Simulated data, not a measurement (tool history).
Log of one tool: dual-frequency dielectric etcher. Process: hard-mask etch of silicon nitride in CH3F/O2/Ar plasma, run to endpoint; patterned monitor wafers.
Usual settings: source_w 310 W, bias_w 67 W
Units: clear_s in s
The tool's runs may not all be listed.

run,hour,source_w,bias_w,wafers since the last listed run,hours since the last wet clean,hours since the last source power generator calibration,hours since the last bias power generator calibration,hours since the last upper electrode change,"incoming incoming film thickness, nm",clear_s
1,0.0,310,67,0,144.5,2954.6,1385.9,2011.6,32.32,54.1
2,75.9,310,67,1001,220.4,3030.5,1461.8,2087.5,32.46,53.6
3,114.7,310,67,511,259.2,3069.3,1500.6,2126.3,32.17,53.6
4,167.2,310,67,692,311.7,3121.8,1553.1,2178.8,32.54,54.8
5,253.6,310,67,1139,398.1,3208.2,1639.5,2265.2,32.35,53.4
6,332.6,260,67,1042,477.1,3287.2,1718.5,2344.2,32.38,55.6
7,408.3,260,67,998,552.8,3362.9,1794.2,2419.9,32.41,55.9
# hour 511.6: wet clean of the chamber
8,713.4,310,67,3708,201.8,3668.0,2099.3,2725.0,32.35,54.1
9,797.9,310,67,1114,286.3,3752.5,2183.8,2809.5,32.20,54.0
# hour 844.7: bias power generator calibrated
10,852.3,310,67,664,340.7,3806.9,7.6,2863.9,32.22,53.3
11,911.3,310,67,778,399.7,3865.9,66.6,2922.9,32.55,54.0
12,972.3,310,67,804,460.7,3926.9,127.6,2983.9,32.33,53.0
# hour 1084.7: wet clean of the chamber
# hour 1146.6: upper electrode replaced
# hour 1254.1: source power generator calibrated
13,1271.3,310,67,3258,186.6,17.2,426.6,124.7,32.32,53.7
14,1351.0,310,62,1051,266.3,96.9,506.3,204.4,32.19,55.0
15,1422.1,260,67,937,337.4,168.0,577.4,275.5,32.16,55.8
16,1479.7,370,77,759,395.0,225.6,635.0,333.1,32.09,49.0
17,1586.8,310,62,1412,502.1,332.7,742.1,440.2,32.27,53.5
# hour 1649.8: wet clean of the chamber
18,1650.3,290,67,521,0.5,396.2,805.6,503.7,32.07,55.9
19,1743.6,370,57,1230,93.8,489.5,898.9,597.0,32.17,52.2
20,1779.8,310,67,477,130.0,525.7,935.1,633.2,32.04,53.3
21,1833.4,370,81,707,183.6,579.3,988.7,686.8,32.11,49.3
22,1927.2,310,67,1237,277.4,673.1,1082.5,780.6,32.13,53.0
23,2027.1,250,83,1317,377.3,773.0,1182.4,880.5,31.99,54.2
24,2100.3,240,67,965,450.5,846.2,1255.6,953.7,32.29,57.4
# hour 2191.8: wet clean of the chamber
25,2192.3,310,67,897,0.5,938.2,1347.6,1045.7,32.29,54.5
26,2230.0,310,60,497,38.2,975.9,1385.3,1083.4,32.15,54.9

Forecast each of these 4 alternatives for the next run:
A,2230.4,310,67,5,38.6,976.3,1385.7,1083.8,32.21,?
B,2230.4,360,50,5,38.6,976.3,1385.7,1083.8,32.21,?
C,2230.4,230,54,5,38.6,976.3,1385.7,1083.8,32.21,?
D,2230.4,340,74,5,38.6,976.3,1385.7,1083.8,32.21,?

run,clear_s
A,54.6
B,54.5
C,61.8
D,52.1
Without the tool's hidden state the same runs would have given:
run,clear_s
A,54.7
B,54.6
C,61.9
D,52.2
